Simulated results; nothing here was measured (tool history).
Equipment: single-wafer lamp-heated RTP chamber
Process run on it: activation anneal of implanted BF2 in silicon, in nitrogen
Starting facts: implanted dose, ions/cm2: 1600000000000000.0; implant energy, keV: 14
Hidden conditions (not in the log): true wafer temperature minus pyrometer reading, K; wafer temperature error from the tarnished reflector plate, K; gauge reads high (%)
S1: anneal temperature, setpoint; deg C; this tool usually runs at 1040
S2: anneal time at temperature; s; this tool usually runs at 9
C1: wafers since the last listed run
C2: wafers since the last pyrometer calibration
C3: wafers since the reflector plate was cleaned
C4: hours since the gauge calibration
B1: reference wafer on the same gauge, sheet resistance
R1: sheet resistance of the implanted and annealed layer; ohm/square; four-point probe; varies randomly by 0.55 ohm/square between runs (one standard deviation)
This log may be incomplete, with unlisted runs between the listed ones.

run 1 hour=0.0 | S1=1028 S2=5 | C1=0 C2=4170 C3=1903 C4=215.4 | B1=164.10 | R1=206.49
-- hour=0.4 pyrometer window cleaned and pyrometer calibrated
run 2 hour=57.9 | S1=1028 S2=5 | C1=764 C2=764 C3=2668 C4=273.3 | B1=164.06 | R1=210.94
run 3 hour=83.8 | S1=1040 S2=9 | C1=344 C2=1108 C3=3012 C4=299.2 | B1=163.83 | R1=170.14
run 4 hour=129.9 | S1=1040 S2=9 | C1=612 C2=1721 C3=3624 C4=345.3 | B1=164.15 | R1=168.54
run 5 hour=240.3 | S1=1040 S2=9 | C1=1467 C2=3188 C3=5091 C4=455.7 | B1=163.94 | R1=167.30
run 6 hour=274.2 | S1=1040 S2=9 | C1=450 C2=3638 C3=5542 C4=489.6 | B1=164.02 | R1=167.01
-- hour=323.2 pyrometer window cleaned and pyrometer calibrated
run 7 hour=366.5 | S1=1040 S2=9 | C1=1120 C2=576 C3=6662 C4=581.9 | B1=164.00 | R1=171.05
run 8 hour=420.1 | S1=1040 S2=12 | C1=712 C2=1288 C3=7374 C4=635.5 | B1=164.18 | R1=159.40
run 9 hour=478.9 | S1=1040 S2=9 | C1=781 C2=2069 C3=8156 C4=694.3 | B1=164.00 | R1=169.31
-- hour=508.6 reflector plate cleaned
run 10 hour=525.3 | S1=1040 S2=9 | C1=510 C2=2579 C3=221 C4=740.7 | B1=164.05 | R1=167.88
run 11 hour=563.7 | S1=1060 S2=9 | C1=510 C2=3090 C3=731 C4=779.1 | B1=163.81 | R1=144.64
-- hour=614.2 gauge calibrated
run 12 hour=615.9 | S1=1060 S2=9 | C1=693 C2=3783 C3=1425 C4=1.7 | B1=164.16 | R1=144.58
-- hour=681.1 pyrometer window cleaned and pyrometer calibrated
run 13 hour=681.6 | S1=1040 S2=9 | C1=766 C2=7 C3=2192 C4=67.4 | B1=164.02 | R1=171.80
run 14 hour=724.5 | S1=1040 S2=9 | C1=570 C2=577 C3=2762 C4=110.3 | B1=164.06 | R1=171.42
run 15 hour=788.3 | S1=1040 S2=9 | C1=847 C2=1424 C3=3610 C4=174.1 | B1=163.94 | R1=169.48
run 16 hour=840.1 | S1=1040 S2=9 | C1=688 C2=2113 C3=4298 C4=225.9 | B1=163.95 | R1=168.55
run 17 hour=995.5 | S1=1061 S2=4 | C1=2065 C2=4178 C3=6363 C4=381.3 | B1=164.01 | R1=170.40
-- hour=1043.5 pyrometer window cleaned and pyrometer calibrated
run 18 hour=1057.7 | S1=1028 S2=5 | C1=720 C2=188 C3=7083 C4=443.5 | B1=164.08 | R1=211.95
run 19 hour=1092.9 | S1=1040 S2=9 | C1=467 C2=656 C3=7551 C4=478.7 | B1=163.98 | R1=170.09
run 20 hour=1119.7 | S1=1016 S2=12 | C1=356 C2=1012 C3=7907 C4=505.5 | B1=163.93 | R1=196.70
run 21 hour=1147.6 | S1=1058 S2=11 | C1=370 C2=1383 C3=8278 C4=533.4 | B1=164.01 | R1=141.89
run 22 hour=1193.4 | S1=1040 S2=5 | C1=608 C2=1992 C3=8887 C4=579.2 | B1=163.94 | R1=192.72
-- hour=1237.5 reflector plate cleaned
run 23 hour=1245.0 | S1=1018 S2=6 | C1=579 C2=2571 C3=100 C4=630.8 | B1=163.90 | R1=217.42
run 24 hour=1279.4 | S1=1010 S2=6 | C1=457 C2=3028 C3=557 C4=665.2 | B1=163.95 | R1=231.31
run 25 hour=1307.5 | S1=1016 S2=9 | C1=373 C2=3401 C3=930 C4=693.3 | B1=164.03 | R1=204.10
run 26 hour=1360.2 | S1=1014 S2=6 | C1=700 C2=4102 C3=1631 C4=746.0 | B1=163.91 | R1=223.85
-- hour=1386.2 pyrometer window cleaned and pyrometer calibrated
run 27 hour=1404.7 | S1=1055 S2=12 | C1=485 C2=245 C3=2116 C4=790.5 | B1=163.98 | R1=142.24
-- hour=1473.6 gauge calibrated
run 28 hour=1501.8 | S1=1040 S2=4 | C1=1290 C2=1535 C3=3406 C4=28.2 | B1=164.08 | R1=200.96
run 29 hour=1538.9 | S1=1040 S2=11 | C1=493 C2=2028 C3=3899 C4=65.3 | B1=164.02 | R1=161.68
run 30 hour=1571.8 | S1=1029 S2=13 | C1=437 C2=2465 C3=4336 C4=98.2 | B1=163.79 | R1=170.26

Give the tool's hidden conditions for every run:
wafer temperature error from the tarnished reflector plate, K: 0 across all the runs
gauge reads high (%): 0 across all the runs
H1: true wafer temperature minus pyrometer reading, K
run=1 H1=4.15
run=2 H1=1.08
run=3 H1=1.34
run=4 H1=1.8
run=5 H1=2.91
run=6 H1=3.25
run=7 H1=0.761
run=8 H1=1.3
run=9 H1=1.89
run=10 H1=2.36
run=11 H1=2.74
run=12 H1=3.27
run=13 H1=0.133
run=14 H1=0.563
run=15 H1=1.2
run=16 H1=1.72
run=17 H1=3.28
run=18 H1=0.296
run=19 H1=0.65
run=20 H1=0.919
run=21 H1=1.2
run=22 H1=1.66
run=23 H1=2.18
run=24 H1=2.52
run=25 H1=2.8
run=26 H1=3.33
run=27 H1=0.761
run=28 H1=1.74
run=29 H1=2.11
run=30 H1=2.44
